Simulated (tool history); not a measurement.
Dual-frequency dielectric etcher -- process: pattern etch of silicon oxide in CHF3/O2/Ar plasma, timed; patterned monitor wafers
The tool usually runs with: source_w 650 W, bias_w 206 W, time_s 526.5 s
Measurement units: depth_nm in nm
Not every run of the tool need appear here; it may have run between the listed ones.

run    hour  source_w  bias_w  time_s  wafers since the last listed run  hours since the last wet clean  hours since the last source power generator calibration  hours since the last bias power generator calibration  hours since the last upper electrode change  hours since the gauge calibration  read-back reference wafer on the same gauge, depth_nm  depth_nm
  1       0       530     206   526.5                                 0                           223.2                                                   3380.1                                                 1978.9                                       2311.1                             3465.9                                                 1139.4    1024.9
  2   104.1       530     206   526.5                               407                           327.3                                                   3484.2                                                   2083                                       2415.2                               3570                                                 1139.5    1033.7
  3   193.6       650     206   526.5                               349                           416.8                                                   3573.7                                                 2172.5                                       2504.7                             3659.5                                                 1141.4      1132
      375.4  -- wet clean of the chamber
  4   497.1       650     184   526.5                              1092                           121.7                                                   3877.2                                                   2476                                       2808.2                               3963                                                   1141    1077.4
      564.2  -- bias power generator calibrated
  5     575       650     184   526.5                               288                           199.6                                                   3955.1                                                   10.8                                       2886.1                             4040.9                                                 1140.4    1111.7
      589.6  -- gauge calibrated
  6   626.3       650     184   526.5                               200                           250.9                                                   4006.4                                                   62.1                                       2937.4                               36.7                                                 1139.1    1113.7
  7   724.6       650     206   526.5                               384                           349.2                                                   4104.7                                                  160.4                                       3035.7                                135                                                 1140.9    1165.6
  8   808.5       650     183   526.5                               328                           433.1                                                   4188.6                                                  244.3                                       3119.6                              218.9                                                 1139.9    1105.4
  9   874.4       650     183   526.5                               257                             499                                                   4254.5                                                  310.2                                       3185.5                              284.8                                                   1141    1100.4
 10   931.1       650     206   526.5                               221                           555.7                                                   4311.2                                                  366.9                                       3242.2                              341.5                                                 1140.2    1153.5
 11   996.7       650     206   526.5                               256                           621.3                                                   4376.8                                                  432.5                                       3307.8                              407.1                                                 1141.3    1159.5
     1042.5  -- source power generator calibrated
     1065.9  -- wet clean of the chamber
 12  1082.8       650     206   406.5                               229                            16.9                                                     40.3                                                  518.6                                       3393.9                              493.2                                                 1139.4     888.3
 13  1143.3       650     206   526.5                               236                            77.4                                                    100.8                                                  579.1                                       3454.4                              553.7                                                 1139.2    1155.8
 14  1211.5       590     237   526.5                               266                           145.6                                                      169                                                  647.3                                       3522.6                              621.9                                                 1139.4    1165.6
 15  1318.9       710     254   526.5                               419                             253                                                    276.4                                                  754.7                                         3630                              729.3                                                 1140.2    1317.5
     1360.1  -- upper electrode replaced
 16  1376.1       650     206     388                               129                           310.2                                                    333.6                                                  811.9                                           16                              786.5                                                 1141.6     850.9
 17  1414.8       800     255     578                               151                           348.9                                                    372.3                                                  850.6                                         54.7                              825.2                                                   1140      1508
 18  1512.4       650     206   526.5                               381                           446.5                                                    469.9                                                  948.2                                        152.3                              922.8                                                   1140    1147.3
 19  1587.6       650     206   526.5                               294                           521.7                                                    545.1                                                 1023.4                                        227.5                                998                                                 1139.2    1154.5
     1630.4  -- wet clean of the chamber
 20  1643.4       590     180     432                               124                              13                                                    600.9                                                 1079.2                                        283.3                             1053.8                                                   1140     851.8
 21  1742.1       740     187   478.5                               385                           111.7                                                    699.6                                                 1177.9                                          382                             1152.5                                                 1140.9    1062.2
 22  1792.7       550     186   526.5                               197                           162.3                                                    750.2                                                 1228.5                                        432.6                             1203.1                                                 1139.7    1015.5
 23  2106.8       650     206     372                              1228                           476.4                                                   1064.3                                                 1542.6                                        746.7                             1517.2                                                 1139.4     811.2
     2167.5  -- wet clean of the chamber
 24    2168       770     238   446.5                               145                             0.5                                                   1125.5                                                 1603.8                                        807.9                             1578.4                                                 1140.5    1116.4
 25  2213.8       550     206   421.5                               179                            46.3                                                   1171.3                                                 1649.6                                        853.7                             1624.2                                                 1140.8     850.8
 26  2294.2       650     180     421                               314                           126.7                                                   1251.7                                                   1730                                        934.1                             1704.6                                                 1139.7     867.3

Estimate the outcome of run 27 from the log above:
 27  2475.5       650     206   441.5                               708                             308                                                     1433                                                 1911.3                                       1115.4                             1885.9                                                      ?         ?

{"run 27": {"read-back reference wafer on the same gauge, depth_nm": 1141, "depth_nm": 954.2}}
On a tool with no hidden condition, and with the same random variation, this run would have come out at depth_nm 970.8 nm.
